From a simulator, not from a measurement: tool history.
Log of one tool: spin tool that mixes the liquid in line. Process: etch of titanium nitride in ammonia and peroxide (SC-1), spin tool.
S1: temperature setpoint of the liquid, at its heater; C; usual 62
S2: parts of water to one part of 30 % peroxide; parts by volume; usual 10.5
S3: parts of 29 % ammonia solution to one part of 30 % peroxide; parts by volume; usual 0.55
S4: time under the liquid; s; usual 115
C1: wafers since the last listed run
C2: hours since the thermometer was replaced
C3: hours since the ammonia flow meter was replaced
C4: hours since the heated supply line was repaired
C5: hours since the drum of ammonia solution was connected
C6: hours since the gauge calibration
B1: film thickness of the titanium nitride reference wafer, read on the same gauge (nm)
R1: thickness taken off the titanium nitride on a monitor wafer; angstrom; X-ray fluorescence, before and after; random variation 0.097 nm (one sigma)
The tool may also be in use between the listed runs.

| run | hour | S1 | S2 | S3 | S4 | C1 | C2 | C3 | C4 | C5 | C6 | B1 | R1 |
|---|---|---|---|---|---|---|---|---|---|---|---|---|---|
| 1 | 0 | 54.5 | 10.5 | 0.6 | 115 | 0 | 2051.2 | 839.7 | 443 | 244.3 | 177 | 90.03 | 153.3 |
|  | 91.2 | new drum of ammonia solution connected |
| 2 | 97.2 | 62 | 10.5 | 0.5 | 115 | 620 | 2148.4 | 936.9 | 540.2 | 6 | 274.2 | 89.98 | 243.7 |
|  | 112.1 | ammonia flow meter replaced |
| 3 | 197 | 62 | 10.5 | 0.55 | 115 | 637 | 2248.2 | 84.9 | 640 | 105.8 | 374 | 90.03 | 249.6 |
| 4 | 301.7 | 62 | 10.5 | 0.55 | 115 | 675 | 2352.9 | 189.6 | 744.7 | 210.5 | 478.7 | 90 | 248.4 |
| 5 | 370.6 | 62 | 10.5 | 0.55 | 115 | 444 | 2421.8 | 258.5 | 813.6 | 279.4 | 547.6 | 89.97 | 248 |
| 6 | 434.5 | 62 | 10.5 | 0.55 | 115 | 412 | 2485.7 | 322.4 | 877.5 | 343.3 | 611.5 | 89.97 | 247.3 |
|  | 463.6 | new drum of ammonia solution connected |
|  | 482.8 | thermometer replaced |
| 7 | 502.9 | 62 | 10.5 | 0.55 | 115 | 428 | 20.1 | 390.8 | 945.9 | 39.3 | 679.9 | 90.01 | 259.3 |
| 8 | 565 | 62 | 14 | 0.4 | 150 | 400 | 82.2 | 452.9 | 1008 | 101.4 | 742 | 89.99 | 273 |

Run 9 comes next. What will it give?
|  | 591.9 | gauge calibrated |
| 9 | 668.4 | 62 | 14.5 | 0.55 | 115 | 666 | 185.6 | 556.3 | 1111.4 | 204.8 | 76.5 | ? | ? |

Run 9 gave B1 90.02, R1 218.2 angstrom.
Without the tool's hidden state the same run would have given R1 220.8 angstrom.
